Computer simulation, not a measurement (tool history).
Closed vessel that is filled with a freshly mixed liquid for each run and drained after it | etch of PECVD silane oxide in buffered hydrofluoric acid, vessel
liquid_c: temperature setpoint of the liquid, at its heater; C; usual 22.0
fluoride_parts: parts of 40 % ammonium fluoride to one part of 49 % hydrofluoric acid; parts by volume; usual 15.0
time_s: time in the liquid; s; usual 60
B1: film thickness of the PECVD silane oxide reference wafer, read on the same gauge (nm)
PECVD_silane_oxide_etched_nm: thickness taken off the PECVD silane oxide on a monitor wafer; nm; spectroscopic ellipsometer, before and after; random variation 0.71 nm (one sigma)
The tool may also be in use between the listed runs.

{"run": 1, "hour": 0.0, "liquid_c": 22.0, "fluoride_parts": 17.0, "time_s": 75, "B1": 59.99, "PECVD_silane_oxide_etched_nm": 100.67}
{"run": 2, "hour": 15.0, "liquid_c": 22.0, "fluoride_parts": 17.0, "time_s": 75, "B1": 60.01, "PECVD_silane_oxide_etched_nm": 100.36}
{"run": 3, "hour": 47.0, "liquid_c": 19.0, "fluoride_parts": 13.0, "time_s": 60, "B1": 60.02, "PECVD_silane_oxide_etched_nm": 88.74}
{"run": 4, "hour": 75.4, "liquid_c": 19.0, "fluoride_parts": 13.0, "time_s": 60, "B1": 60.01, "PECVD_silane_oxide_etched_nm": 88.46}
{"run": 5, "hour": 99.7, "liquid_c": 22.0, "fluoride_parts": 15.0, "time_s": 60, "B1": 59.95, "PECVD_silane_oxide_etched_nm": 91.08}
{"run": 6, "hour": 126.0, "liquid_c": 22.0, "fluoride_parts": 15.0, "time_s": 85, "B1": 59.97, "PECVD_silane_oxide_etched_nm": 128.61}
{"run": 7, "hour": 146.4, "liquid_c": 22.0, "fluoride_parts": 15.0, "time_s": 85, "B1": 60.03, "PECVD_silane_oxide_etched_nm": 131.34}
{"run": 8, "hour": 159.3, "liquid_c": 22.0, "fluoride_parts": 15.0, "time_s": 85, "B1": 59.99, "PECVD_silane_oxide_etched_nm": 130.69}
{"run": 9, "hour": 194.9, "liquid_c": 22.0, "fluoride_parts": 15.0, "time_s": 60, "B1": 59.99, "PECVD_silane_oxide_etched_nm": 90.77}
{"run": 10, "hour": 225.2, "liquid_c": 22.0, "fluoride_parts": 15.0, "time_s": 60, "B1": 59.99, "PECVD_silane_oxide_etched_nm": 91.53}
{"run": 11, "hour": 243.2, "liquid_c": 22.0, "fluoride_parts": 15.0, "time_s": 60, "B1": 59.98, "PECVD_silane_oxide_etched_nm": 91.81}
{"run": 12, "hour": 266.0, "liquid_c": 22.0, "fluoride_parts": 15.0, "time_s": 60, "B1": 59.99, "PECVD_silane_oxide_etched_nm": 91.61}
{"run": 13, "hour": 296.5, "liquid_c": 22.0, "fluoride_parts": 15.0, "time_s": 60, "B1": 60.0, "PECVD_silane_oxide_etched_nm": 92.62}
{"hour": 296.7, "done": "gauge calibrated"}
{"run": 14, "hour": 317.0, "liquid_c": 22.0, "fluoride_parts": 15.0, "time_s": 60, "B1": 60.01, "PECVD_silane_oxide_etched_nm": 91.38}
{"run": 15, "hour": 352.6, "liquid_c": 22.0, "fluoride_parts": 17.0, "time_s": 60, "B1": 60.01, "PECVD_silane_oxide_etched_nm": 82.48}
{"run": 16, "hour": 385.2, "liquid_c": 20.0, "fluoride_parts": 10.5, "time_s": 30, "B1": 60.0, "PECVD_silane_oxide_etched_nm": 57.91}
{"run": 17, "hour": 405.0, "liquid_c": 17.5, "fluoride_parts": 10.5, "time_s": 90, "B1": 60.0, "PECVD_silane_oxide_etched_nm": 150.31}
{"run": 18, "hour": 495.1, "liquid_c": 22.0, "fluoride_parts": 13.5, "time_s": 60, "B1": 59.98, "PECVD_silane_oxide_etched_nm": 101.63}
{"hour": 497.8, "done": "hydrofluoric acid flow meter replaced"}
{"run": 19, "hour": 520.8, "liquid_c": 20.0, "fluoride_parts": 10.5, "time_s": 30, "B1": 60.01, "PECVD_silane_oxide_etched_nm": 58.16}
{"run": 20, "hour": 536.0, "liquid_c": 22.0, "fluoride_parts": 15.0, "time_s": 60, "B1": 60.0, "PECVD_silane_oxide_etched_nm": 92.39}
{"hour": 554.7, "done": "thermometer replaced"}
{"run": 21, "hour": 556.0, "liquid_c": 22.0, "fluoride_parts": 13.0, "time_s": 70, "B1": 59.98, "PECVD_silane_oxide_etched_nm": 122.66}
{"run": 22, "hour": 584.4, "liquid_c": 24.0, "fluoride_parts": 12.0, "time_s": 60, "B1": 59.95, "PECVD_silane_oxide_etched_nm": 126.93}
{"run": 23, "hour": 600.4, "liquid_c": 25.5, "fluoride_parts": 15.0, "time_s": 30, "B1": 60.0, "PECVD_silane_oxide_etched_nm": 55.59}
{"run": 24, "hour": 626.0, "liquid_c": 22.0, "fluoride_parts": 15.0, "time_s": 45, "B1": 59.99, "PECVD_silane_oxide_etched_nm": 68.57}
{"run": 25, "hour": 642.4, "liquid_c": 22.0, "fluoride_parts": 15.0, "time_s": 60, "B1": 60.02, "PECVD_silane_oxide_etched_nm": 92.82}
{"run": 26, "hour": 666.5, "liquid_c": 18.5, "fluoride_parts": 12.0, "time_s": 80, "B1": 60.02, "PECVD_silane_oxide_etched_nm": 124.87}
{"run": 27, "hour": 696.5, "liquid_c": 22.0, "fluoride_parts": 11.0, "time_s": 60, "B1": 59.99, "PECVD_silane_oxide_etched_nm": 122.98}
{"run": 28, "hour": 729.1, "liquid_c": 22.0, "fluoride_parts": 19.5, "time_s": 60, "B1": 60.0, "PECVD_silane_oxide_etched_nm": 70.55}

5 ways to go on from here, each from the tool as it stands after run 28. What would each give?
{"run": "A", "hour": 729.8, "liquid_c": 25.0, "fluoride_parts": 15.0, "time_s": 60, "B1": "?", "PECVD_silane_oxide_etched_nm": "?"}
{"run": "B", "hour": 729.8, "liquid_c": 22.0, "fluoride_parts": 19.0, "time_s": 60, "B1": "?", "PECVD_silane_oxide_etched_nm": "?"}
{"run": "C", "hour": 729.8, "liquid_c": 27.0, "fluoride_parts": 9.5, "time_s": 75, "B1": "?", "PECVD_silane_oxide_etched_nm": "?"}
{"run": "D", "hour": 729.8, "liquid_c": 22.0, "fluoride_parts": 11.5, "time_s": 60, "B1": "?", "PECVD_silane_oxide_etched_nm": "?"}
{"run": "E", "hour": 729.8, "liquid_c": 22.0, "fluoride_parts": 15.0, "time_s": 90, "B1": "?", "PECVD_silane_oxide_etched_nm": "?"}

run=A B1=59.98 PECVD_silane_oxide_etched_nm=108.16
run=B B1=59.98 PECVD_silane_oxide_etched_nm=72.70
run=C B1=59.98 PECVD_silane_oxide_etched_nm=231.14
run=D B1=59.98 PECVD_silane_oxide_etched_nm=119.06
run=E B1=59.98 PECVD_silane_oxide_etched_nm=137.65
Without the tool's hidden state the same runs would have given:
run=A PECVD_silane_oxide_etched_nm=108.16
run=B PECVD_silane_oxide_etched_nm=72.70
run=C PECVD_silane_oxide_etched_nm=231.14
run=D PECVD_silane_oxide_etched_nm=119.06
run=E PECVD_silane_oxide_etched_nm=137.65
